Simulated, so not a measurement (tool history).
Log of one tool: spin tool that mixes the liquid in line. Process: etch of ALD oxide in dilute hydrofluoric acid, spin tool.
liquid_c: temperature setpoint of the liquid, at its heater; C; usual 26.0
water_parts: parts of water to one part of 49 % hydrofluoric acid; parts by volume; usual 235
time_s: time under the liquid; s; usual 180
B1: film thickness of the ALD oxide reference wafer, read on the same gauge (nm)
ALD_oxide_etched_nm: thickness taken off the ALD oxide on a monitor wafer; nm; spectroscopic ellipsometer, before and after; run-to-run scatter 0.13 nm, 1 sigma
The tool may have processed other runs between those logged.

Run 1, hour 0.0: usual settings but water_parts 190 parts by volume; B1 59.98. Result: ALD_oxide_etched_nm 20.95 nm.
Run 2, hour 6.5: usual settings but time_s 105 s; B1 60.01. Result: ALD_oxide_etched_nm 9.69 nm.
Run 3, hour 21.9: usual settings; B1 59.99. Result: ALD_oxide_etched_nm 16.33 nm.
Run 4, hour 30.5: usual settings; B1 59.97. Result: ALD_oxide_etched_nm 16.18 nm.
Run 5, hour 43.3: usual settings but liquid_c 28.5 C, time_s 105 s; B1 59.99. Result: ALD_oxide_etched_nm 10.37 nm.
At hour 50.9: gauge calibrated.
Run 6, hour 56.8: usual settings but liquid_c 28.5 C, time_s 105 s; B1 60.01. Result: ALD_oxide_etched_nm 10.44 nm.
Run 7, hour 71.2: usual settings but liquid_c 28.5 C, time_s 105 s; B1 60.00. Result: ALD_oxide_etched_nm 10.49 nm.
Run 8, hour 88.0: usual settings; B1 59.97. Result: ALD_oxide_etched_nm 16.20 nm.
Run 9, hour 101.7: usual settings; B1 59.97. Result: ALD_oxide_etched_nm 16.49 nm.
Run 10, hour 116.2: usual settings but time_s 135 s; B1 59.99. Result: ALD_oxide_etched_nm 12.26 nm.
Run 11, hour 132.2: usual settings but time_s 75 s; B1 59.99. Result: ALD_oxide_etched_nm 6.84 nm.
Run 12, hour 142.6: usual settings but liquid_c 23.5 C; B1 60.01. Result: ALD_oxide_etched_nm 14.98 nm.
Run 13, hour 157.1: usual settings but liquid_c 30.0 C, water_parts 180 parts by volume, time_s 225 s; B1 60.03. Result: ALD_oxide_etched_nm 32.80 nm.
Run 14, hour 179.8: usual settings but liquid_c 29.0 C, time_s 105 s; B1 60.01. Result: ALD_oxide_etched_nm 10.56 nm.
Run 15, hour 191.1: usual settings but liquid_c 30.0 C, water_parts 135 parts by volume, time_s 230 s; B1 59.98. Result: ALD_oxide_etched_nm 47.41 nm.
At hour 198.0: thermometer replaced.
Run 16, hour 198.5: usual settings but liquid_c 28.5 C; B1 60.00. Result: ALD_oxide_etched_nm 18.08 nm.
Run 17, hour 209.1: usual settings but liquid_c 24.0 C, water_parts 185 parts by volume; B1 59.97. Result: ALD_oxide_etched_nm 20.43 nm.
Run 18, hour 222.3: usual settings; B1 59.99. Result: ALD_oxide_etched_nm 16.43 nm.
At hour 248.5: hydrofluoric acid flow meter replaced.
Run 19, hour 251.5: usual settings but time_s 210 s; B1 60.01. Result: ALD_oxide_etched_nm 16.45 nm.
Run 20, hour 259.4: usual settings but liquid_c 30.0 C, water_parts 270 parts by volume, time_s 140 s; B1 59.99. Result: ALD_oxide_etched_nm 10.81 nm.
Run 21, hour 271.7: usual settings but liquid_c 30.5 C, water_parts 350 parts by volume, time_s 120 s; B1 60.00. Result: ALD_oxide_etched_nm 6.56 nm.
Run 22, hour 279.2: usual settings but liquid_c 23.5 C, water_parts 160 parts by volume, time_s 260 s; B1 59.99. Result: ALD_oxide_etched_nm 30.59 nm.
Run 23, hour 296.2: usual settings but liquid_c 30.0 C, water_parts 135 parts by volume, time_s 230 s; B1 59.99. Result: ALD_oxide_etched_nm 40.91 nm.
Run 24, hour 313.4: usual settings but liquid_c 23.0 C, water_parts 140 parts by volume, time_s 220 s; B1 60.00. Result: ALD_oxide_etched_nm 29.79 nm.
Run 25, hour 328.2: usual settings but water_parts 145 parts by volume, time_s 120 s; B1 60.00. Result: ALD_oxide_etched_nm 17.29 nm.
At hour 340.8: gauge calibrated.
Run 26, hour 344.9: usual settings but water_parts 180 parts by volume, time_s 280 s; B1 60.00. Result: ALD_oxide_etched_nm 30.78 nm.
Run 27, hour 355.9: usual settings but time_s 115 s; B1 59.99. Result: ALD_oxide_etched_nm 9.33 nm.
Run 28, hour 362.6: usual settings but liquid_c 24.0 C, water_parts 150 parts by volume; B1 60.01. Result: ALD_oxide_etched_nm 23.61 nm.
Run 29, hour 376.4: usual settings but liquid_c 24.0 C, water_parts 185 parts by volume; B1 59.99. Result: ALD_oxide_etched_nm 18.37 nm.
Run 30, hour 393.6: usual settings but water_parts 190 parts by volume, time_s 140 s; B1 60.00. Result: ALD_oxide_etched_nm 14.84 nm.
Run 31, hour 403.1: usual settings but water_parts 335 parts by volume, time_s 245 s; B1 60.01. Result: ALD_oxide_etched_nm 12.41 nm.
Run 32, hour 411.1: usual settings but water_parts 290 parts by volume, time_s 70 s; B1 60.01. Result: ALD_oxide_etched_nm 4.35 nm.
Run 33, hour 417.6: usual settings but liquid_c 27.5 C, time_s 260 s; B1 59.98. Result: ALD_oxide_etched_nm 22.75 nm.
Run 34, hour 424.5: usual settings; B1 59.98. Result: ALD_oxide_etched_nm 14.56 nm.

4 ways to go on from here, each from the tool as it stands after run 34. What would each give?
Run A, hour 425.0: usual settings but water_parts 185 parts by volume; B1 ?. Result: ALD_oxide_etched_nm ?.
Run B, hour 425.0: usual settings but liquid_c 21.5 C, water_parts 330 parts by volume, time_s 115 s; B1 ?. Result: ALD_oxide_etched_nm ?.
Run C, hour 425.0: usual settings but liquid_c 23.0 C, time_s 70 s; B1 ?. Result: ALD_oxide_etched_nm ?.
Run D, hour 425.0: usual settings but liquid_c 23.0 C, time_s 140 s; B1 ?. Result: ALD_oxide_etched_nm ?.

run     B1  ALD_oxide_etched_nm
  A  59.98                19.37
  B  59.98                 5.11
  C  59.98                 5.04
  D  59.98                10.08
Had the tool no hidden state, the same runs would have come out as:
run  ALD_oxide_etched_nm
  A                18.85
  B                 4.96
  C                 4.90
  D                 9.80
